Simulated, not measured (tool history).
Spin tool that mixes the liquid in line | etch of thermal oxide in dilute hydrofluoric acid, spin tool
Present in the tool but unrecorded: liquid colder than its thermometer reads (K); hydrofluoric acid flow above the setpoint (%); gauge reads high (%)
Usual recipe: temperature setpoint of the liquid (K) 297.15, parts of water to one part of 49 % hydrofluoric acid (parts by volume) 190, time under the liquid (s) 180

run   hour  temperature setpoint of the liquid (K)  parts of water to one part of 49 % hydrofluoric acid (parts by volume)  time under the liquid (s)  wafers since the last listed run  hours since the thermometer was replaced  hours since the hydrofluoric acid flow meter was replaced  hours since the gauge calibration  read-back film thickness of the thermal oxide reference wafer, read on the same gauge (nm)  thickness taken off the thermal oxide on a monitor wafer (Å)
  1    0.0                                  294.65                                                                     190                        180                                 0                                    2783.3                                                     1740.3                               33.2                                                                                     130.039                                                         41.28
  2   18.2                                  294.65                                                                     190                        180                               119                                    2801.5                                                     1758.5                               51.4                                                                                     129.986                                                         40.98
  3   45.3                                  297.15                                                                     150                        180                               177                                    2828.6                                                     1785.6                               78.5                                                                                     129.966                                                         60.40
  4   88.9                                  297.15                                                                     150                        180                               285                                    2872.2                                                     1829.2                              122.1                                                                                     129.992                                                         60.09
  5  115.3                                  297.15                                                                     150                        180                               172                                    2898.6                                                     1855.6                              148.5                                                                                     130.005                                                         60.00
  6  137.8                                  297.15                                                                     190                        180                               147                                    2921.1                                                     1878.1                              171.0                                                                                     129.973                                                         45.34
  7  170.5                                  297.15                                                                     190                        180                               213                                    2953.8                                                     1910.8                              203.7                                                                                     129.970                                                         45.35
  8  257.9                                  297.15                                                                     190                        180                               571                                    3041.2                                                     1998.2                              291.1                                                                                     130.001                                                         46.22
  9  278.4                                  297.15                                                                     190                        180                               134                                    3061.7                                                     2018.7                              311.6                                                                                     130.007                                                         46.22
 10  304.6                                  297.15                                                                     190                        180                               171                                    3087.9                                                     2044.9                              337.8                                                                                     130.052                                                         45.33
     327.5  -- hydrofluoric acid flow meter replaced
 11  332.0                                  297.15                                                                     190                        180                               172                                    3115.3                                                        4.5                              365.2                                                                                     130.006                                                         41.33
 12  345.1                                  297.15                                                                     190                        180                                85                                    3128.4                                                       17.6                              378.3                                                                                     130.014                                                         40.95
 13  378.0                                  297.15                                                                     190                        180                               215                                    3161.3                                                       50.5                              411.2                                                                                     129.979                                                         40.99
 14  394.0                                  294.15                                                                     190                        180                               104                                    3177.3                                                       66.5                              427.2                                                                                     129.985                                                         36.68
     404.5  -- thermometer replaced
     405.4  -- gauge calibrated
 15  428.1                                  293.15                                                                     190                        220                               216                                      23.6                                                      100.6                               22.7                                                                                     130.022                                                         43.25
 16  452.9                                  295.15                                                                     250                         90                               162                                      48.4                                                      125.4                               47.5                                                                                     130.020                                                         13.64
 17  486.7                                  297.15                                                                     190                        180                               221                                      82.2                                                      159.2                               81.3                                                                                     130.007                                                         41.49
 18  503.3                                  292.65                                                                     190                         95                               108                                      98.8                                                      175.8                               97.9                                                                                     130.007                                                         18.39
 19  522.5                                  292.65                                                                     225                        180                               125                                     118.0                                                      195.0                              117.1                                                                                     129.989                                                         28.64
 20  548.1                                  294.65                                                                     140                         75                               167                                     143.6                                                      220.6                              142.7                                                                                     130.004                                                         22.51
 21  579.7                                  301.15                                                                     190                        130                               206                                     175.2                                                      252.2                              174.3                                                                                     129.971                                                         34.59
 22  600.8                                  297.15                                                                     190                        180                               137                                     196.3                                                      273.3                              195.4                                                                                     129.971                                                         41.98
 23  618.6                                  297.15                                                                     190                        180                               116                                     214.1                                                      291.1                              213.2                                                                                     130.027                                                         42.16
 24  631.1                                  302.15                                                                     230                        180                                81                                     226.6                                                      303.6                              225.7                                                                                     129.957                                                         39.43
 25  652.5                                  301.65                                                                     130                         75                               139                                     248.0                                                      325.0                              247.1                                                                                     129.981                                                         32.17

Predict each of these 4 candidate next runs independently; none follows another, all start after run 25:
  A  653.0                                  297.15                                                                     190                        215                                 3                                     248.5                                                      325.5                              247.6                                                                                           ?                                                             ?
  B  653.0                                  297.15                                                                     245                        135                                 3                                     248.5                                                      325.5                              247.6                                                                                           ?                                                             ?
  C  653.0                                  293.15                                                                     190                         90                                 3                                     248.5                                                      325.5                              247.6                                                                                           ?                                                             ?
  D  653.0                                  293.65                                                                     100                        180                                 3                                     248.5                                                      325.5                              247.6                                                                                           ?                                                             ?

run  read-back film thickness of the thermal oxide reference wafer, read on the same gauge (nm)  thickness taken off the thermal oxide on a monitor wafer (Å)
  A                                                                                     129.996                                                         50.09
  B                                                                                     129.996                                                         23.03
  C                                                                                     129.996                                                         18.00
  D                                                                                     129.996                                                         76.62
Without the tool's unlogged condition, the same runs would have read:
run  thickness taken off the thermal oxide on a monitor wafer (Å)
  A                                                         48.86
  B                                                         22.45
  C                                                         17.57
  D                                                         74.89

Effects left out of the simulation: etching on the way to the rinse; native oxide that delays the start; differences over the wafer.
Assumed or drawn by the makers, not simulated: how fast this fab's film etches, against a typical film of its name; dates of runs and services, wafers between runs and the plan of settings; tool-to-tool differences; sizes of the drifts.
